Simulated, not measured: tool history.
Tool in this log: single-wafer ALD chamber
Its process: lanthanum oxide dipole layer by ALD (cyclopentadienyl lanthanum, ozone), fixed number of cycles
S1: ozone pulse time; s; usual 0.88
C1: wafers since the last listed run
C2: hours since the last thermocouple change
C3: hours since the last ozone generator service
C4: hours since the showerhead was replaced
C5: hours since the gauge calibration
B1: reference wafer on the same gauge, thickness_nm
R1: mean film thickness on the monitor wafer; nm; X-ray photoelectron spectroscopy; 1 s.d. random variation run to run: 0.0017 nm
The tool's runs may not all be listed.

Run 1, hour 0: usual settings but S1 0.76 s; C1 0; C2 958.7; C3 840.4; C4 5508.5; C5 445.3; B1 0.512. Result: R1 0.42 nm.
Run 2, hour 32.4: usual settings but S1 0.76 s; C1 412; C2 991.1; C3 872.8; C4 5540.9; C5 477.7; B1 0.512. Result: R1 0.421 nm.
Run 3, hour 67: usual settings; C1 440; C2 1025.7; C3 907.4; C4 5575.5; C5 512.3; B1 0.512. Result: R1 0.452 nm.
Run 4, hour 150.3: usual settings; C1 1060; C2 1109; C3 990.7; C4 5658.8; C5 595.6; B1 0.512. Result: R1 0.453 nm.
Run 5, hour 183.6: usual settings; C1 423; C2 1142.3; C3 1024; C4 5692.1; C5 628.9; B1 0.512. Result: R1 0.452 nm.
Run 6, hour 248.9: usual settings but S1 0.71 s; C1 830; C2 1207.6; C3 1089.3; C4 5757.4; C5 694.2; B1 0.512. Result: R1 0.405 nm.
Run 7, hour 274: usual settings but S1 0.71 s; C1 319; C2 1232.7; C3 1114.4; C4 5782.5; C5 719.3; B1 0.512. Result: R1 0.4 nm.
Run 8, hour 287.3: usual settings but S1 0.71 s; C1 169; C2 1246; C3 1127.7; C4 5795.8; C5 732.6; B1 0.512. Result: R1 0.402 nm.
Run 9, hour 306.3: usual settings; C1 241; C2 1265; C3 1146.7; C4 5814.8; C5 751.6; B1 0.512. Result: R1 0.453 nm.
Run 10, hour 336.7: usual settings; C1 386; C2 1295.4; C3 1177.1; C4 5845.2; C5 782; B1 0.512. Result: R1 0.449 nm.
At hour 350.9: thermocouple changed; heater temperature recalibrated.
Run 11, hour 361.7: usual settings; C1 216; C2 10.8; C3 1202.1; C4 5870.2; C5 807; B1 0.512. Result: R1 0.451 nm.
Run 12, hour 387: usual settings; C1 321; C2 36.1; C3 1227.4; C4 5895.5; C5 832.3; B1 0.512. Result: R1 0.453 nm.
Run 13, hour 422.6: usual settings; C1 453; C2 71.7; C3 1263; C4 5931.1; C5 867.9; B1 0.512. Result: R1 0.454 nm.
Run 14, hour 452.1: usual settings but S1 0.64 s; C1 375; C2 101.2; C3 1292.5; C4 5960.6; C5 897.4; B1 0.512. Result: R1 0.376 nm.
Run 15, hour 464.7: usual settings but S1 0.64 s; C1 160; C2 113.8; C3 1305.1; C4 5973.2; C5 910; B1 0.513. Result: R1 0.375 nm.
Run 16, hour 485.4: usual settings but S1 0.64 s; C1 263; C2 134.5; C3 1325.8; C4 5993.9; C5 930.7; B1 0.512. Result: R1 0.376 nm.
Run 17, hour 514: usual settings but S1 1.17 s; C1 363; C2 163.1; C3 1354.4; C4 6022.5; C5 959.3; B1 0.512. Result: R1 0.504 nm.
At hour 583.4: ozone generator serviced.
Run 18, hour 604.2: usual settings but S1 0.98 s; C1 1046; C2 253.3; C3 20.8; C4 6112.7; C5 1049.5; B1 0.512. Result: R1 0.471 nm.
Run 19, hour 631.4: usual settings; C1 346; C2 280.5; C3 48; C4 6139.9; C5 1076.7; B1 0.512. Result: R1 0.45 nm.
At hour 652.7: gauge calibrated.
Run 20, hour 656.2: usual settings but S1 1.11 s; C1 315; C2 305.3; C3 72.8; C4 6164.7; C5 3.5; B1 0.512. Result: R1 0.494 nm.
Run 21, hour 684.3: usual settings; C1 357; C2 333.4; C3 100.9; C4 6192.8; C5 31.6; B1 0.512. Result: R1 0.456 nm.
Run 22, hour 717.4: usual settings but S1 1.2 s; C1 421; C2 366.5; C3 134; C4 6225.9; C5 64.7; B1 0.512. Result: R1 0.503 nm.
Run 23, hour 747.6: usual settings but S1 0.56 s; C1 384; C2 396.7; C3 164.2; C4 6256.1; C5 94.9; B1 0.512. Result: R1 0.336 nm.
Run 24, hour 771.4: usual settings but S1 1.18 s; C1 302; C2 420.5; C3 188; C4 6279.9; C5 118.7; B1 0.511. Result: R1 0.505 nm.
Run 25, hour 789: usual settings but S1 0.77 s; C1 223; C2 438.1; C3 205.6; C4 6297.5; C5 136.3; B1 0.512. Result: R1 0.424 nm.
Run 26, hour 815.7: usual settings but S1 0.8 s; C1 339; C2 464.8; C3 232.3; C4 6324.2; C5 163; B1 0.512. Result: R1 0.431 nm.
At hour 838.6: showerhead replaced.
Run 27, hour 843.4: usual settings but S1 0.66 s; C1 250; C2 492.5; C3 260; C4 4.8; C5 190.7; B1 0.512. Result: R1 0.38 nm.
Run 28, hour 866.8: usual settings but S1 0.75 s; C1 297; C2 515.9; C3 283.4; C4 28.2; C5 214.1; B1 0.512. Result: R1 0.417 nm.
Run 29, hour 898.1: usual settings but S1 1.03 s; C1 398; C2 547.2; C3 314.7; C4 59.5; C5 245.4; B1 0.513. Result: R1 0.485 nm.
Run 30, hour 926.7: usual settings but S1 0.54 s; C1 363; C2 575.8; C3 343.3; C4 88.1; C5 274; B1 0.512. Result: R1 0.328 nm.
Run 31, hour 943.7: usual settings but S1 1.15 s; C1 216; C2 592.8; C3 360.3; C4 105.1; C5 291; B1 0.512. Result: R1 0.498 nm.
Run 32, hour 979.3: usual settings but S1 0.71 s; C1 453; C2 628.4; C3 395.9; C4 140.7; C5 326.6; B1 0.512. Result: R1 0.403 nm.
Run 33, hour 996.4: usual settings but S1 1.12 s; C1 217; C2 645.5; C3 413; C4 157.8; C5 343.7; B1 0.512. Result: R1 0.495 nm.
Run 34, hour 1023.9: usual settings but S1 1.07 s; C1 349; C2 673; C3 440.5; C4 185.3; C5 371.2; B1 0.512. Result: R1 0.489 nm.
Run 35, hour 1055.6: usual settings but S1 0.7 s; C1 403; C2 704.7; C3 472.2; C4 217; C5 402.9; B1 0.512. Result: R1 0.396 nm.
Run 36, hour 1084: usual settings but S1 1.13 s; C1 361; C2 733.1; C3 500.6; C4 245.4; C5 431.3; B1 0.512. Result: R1 0.493 nm.

Alternative continuations, all from the tool just after run 36; predict every row:
Run A, hour 1084.4: usual settings but S1 0.72 s; C1 5; C2 733.5; C3 501; C4 245.8; C5 431.7; B1 ?. Result: R1 ?.
Run B, hour 1084.4: usual settings but S1 0.61 s; C1 5; C2 733.5; C3 501; C4 245.8; C5 431.7; B1 ?. Result: R1 ?.
Run C, hour 1084.4: usual settings but S1 0.57 s; C1 5; C2 733.5; C3 501; C4 245.8; C5 431.7; B1 ?. Result: R1 ?.

run     B1     R1
  A  0.512  0.406
  B  0.512  0.361
  C  0.512  0.341
Take away the tool's hidden state, keep each run's random variation, and the runs would have read:
run     R1
  A  0.406
  B  0.361
  C  0.341
